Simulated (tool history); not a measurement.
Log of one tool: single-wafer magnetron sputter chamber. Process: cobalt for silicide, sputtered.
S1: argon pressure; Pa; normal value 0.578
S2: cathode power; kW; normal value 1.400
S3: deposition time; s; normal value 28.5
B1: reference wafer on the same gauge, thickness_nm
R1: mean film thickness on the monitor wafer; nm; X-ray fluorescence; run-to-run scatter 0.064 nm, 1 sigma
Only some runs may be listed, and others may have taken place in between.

{"run": 1, "hour": 0.0, "S1": 0.578, "S2": 1.4, "S3": 28.5, "B1": 19.783, "R1": 18.527}
{"run": 2, "hour": 39.9, "S1": 0.578, "S2": 1.4, "S3": 28.5, "B1": 19.803, "R1": 18.461}
{"run": 3, "hour": 83.1, "S1": 0.578, "S2": 1.55, "S3": 28.5, "B1": 19.822, "R1": 20.412}
{"run": 4, "hour": 107.1, "S1": 0.578, "S2": 1.4, "S3": 28.5, "B1": 19.801, "R1": 18.48}
{"run": 5, "hour": 147.1, "S1": 0.578, "S2": 1.4, "S3": 26.1, "B1": 19.806, "R1": 16.95}
{"hour": 166.4, "done": "sputter target and shields replaced"}
{"run": 6, "hour": 178.5, "S1": 0.578, "S2": 1.4, "S3": 26.1, "B1": 19.829, "R1": 16.972}
{"run": 7, "hour": 226.0, "S1": 0.578, "S2": 1.4, "S3": 26.1, "B1": 19.792, "R1": 16.846}
{"run": 8, "hour": 288.9, "S1": 0.578, "S2": 1.4, "S3": 28.5, "B1": 19.797, "R1": 18.474}
{"run": 9, "hour": 314.7, "S1": 0.578, "S2": 1.4, "S3": 28.5, "B1": 19.787, "R1": 18.471}
{"run": 10, "hour": 386.2, "S1": 0.578, "S2": 1.4, "S3": 28.5, "B1": 19.803, "R1": 18.328}
{"run": 11, "hour": 446.1, "S1": 0.578, "S2": 1.25, "S3": 26.7, "B1": 19.799, "R1": 15.566}
{"hour": 461.3, "done": "sputter target and shields replaced"}
{"run": 12, "hour": 480.4, "S1": 0.578, "S2": 1.25, "S3": 26.7, "B1": 19.789, "R1": 15.571}
{"run": 13, "hour": 524.6, "S1": 0.753, "S2": 1.55, "S3": 28.5, "B1": 19.813, "R1": 18.871}
{"run": 14, "hour": 587.4, "S1": 0.578, "S2": 1.4, "S3": 28.5, "B1": 19.803, "R1": 18.343}
{"run": 15, "hour": 633.1, "S1": 0.578, "S2": 1.4, "S3": 28.5, "B1": 19.786, "R1": 18.31}
{"run": 16, "hour": 671.9, "S1": 0.578, "S2": 1.3, "S3": 28.5, "B1": 19.784, "R1": 17.175}
{"run": 17, "hour": 733.0, "S1": 0.402, "S2": 1.05, "S3": 31.5, "B1": 19.81, "R1": 16.746}
{"hour": 796.9, "done": "sputter target and shields replaced"}
{"run": 18, "hour": 797.7, "S1": 0.744, "S2": 1.65, "S3": 23.2, "B1": 19.797, "R1": 16.255}
{"hour": 820.3, "done": "capacitance manometer re-zeroed and calibrated"}
{"run": 19, "hour": 838.7, "S1": 0.578, "S2": 1.4, "S3": 28.5, "B1": 19.806, "R1": 18.863}
{"run": 20, "hour": 887.4, "S1": 0.578, "S2": 1.2, "S3": 34.0, "B1": 19.796, "R1": 19.541}
{"hour": 920.1, "done": "magnet pack replaced"}
{"run": 21, "hour": 944.8, "S1": 0.411, "S2": 1.2, "S3": 24.3, "B1": 19.777, "R1": 14.614}
{"run": 22, "hour": 1016.7, "S1": 0.369, "S2": 1.65, "S3": 25.4, "B1": 19.823, "R1": 20.793}
{"run": 23, "hour": 1050.6, "S1": 0.578, "S2": 1.4, "S3": 28.5, "B1": 19.792, "R1": 18.93}
{"run": 24, "hour": 1096.4, "S1": 0.742, "S2": 1.2, "S3": 25.5, "B1": 19.823, "R1": 13.887}
{"hour": 1125.9, "done": "sputter target and shields replaced"}
{"run": 25, "hour": 1146.2, "S1": 0.648, "S2": 1.65, "S3": 25.9, "B1": 19.815, "R1": 19.308}
{"run": 26, "hour": 1195.0, "S1": 0.578, "S2": 1.4, "S3": 28.5, "B1": 19.796, "R1": 18.674}
{"run": 27, "hour": 1242.6, "S1": 0.578, "S2": 1.4, "S3": 28.5, "B1": 19.804, "R1": 18.833}
{"hour": 1253.7, "done": "gauge calibrated"}
{"run": 28, "hour": 1288.3, "S1": 0.483, "S2": 1.3, "S3": 30.7, "B1": 19.796, "R1": 19.447}
{"run": 29, "hour": 1352.5, "S1": 0.479, "S2": 1.4, "S3": 33.4, "B1": 19.781, "R1": 22.603}
{"hour": 1398.8, "done": "sputter target and shields replaced"}
{"run": 30, "hour": 1423.4, "S1": 0.578, "S2": 1.4, "S3": 28.5, "B1": 19.782, "R1": 18.558}
{"run": 31, "hour": 1478.2, "S1": 0.578, "S2": 1.4, "S3": 28.5, "B1": 19.801, "R1": 18.675}
{"run": 32, "hour": 1519.3, "S1": 0.764, "S2": 1.4, "S3": 28.5, "B1": 19.792, "R1": 17.537}
{"run": 33, "hour": 1574.2, "S1": 0.495, "S2": 1.2, "S3": 33.7, "B1": 19.788, "R1": 19.779}

Branching from run 33: 3 alternative next runs. What would each branch give?
{"run": "A", "hour": 1574.6, "S1": 0.578, "S2": 1.4, "S3": 28.5, "B1": "?", "R1": "?"}
{"run": "B", "hour": 1574.6, "S1": 0.762, "S2": 1.4, "S3": 25.6, "B1": "?", "R1": "?"}
{"run": "C", "hour": 1574.6, "S1": 0.578, "S2": 1.5, "S3": 28.5, "B1": "?", "R1": "?"}

run=A B1=19.822 R1=18.600
run=B B1=19.822 R1=15.720
run=C B1=19.822 R1=19.800
Take away the tool's hidden state, keep each run's random variation, and the runs would have read:
run=A R1=18.800
run=B R1=15.940
run=C R1=20.013
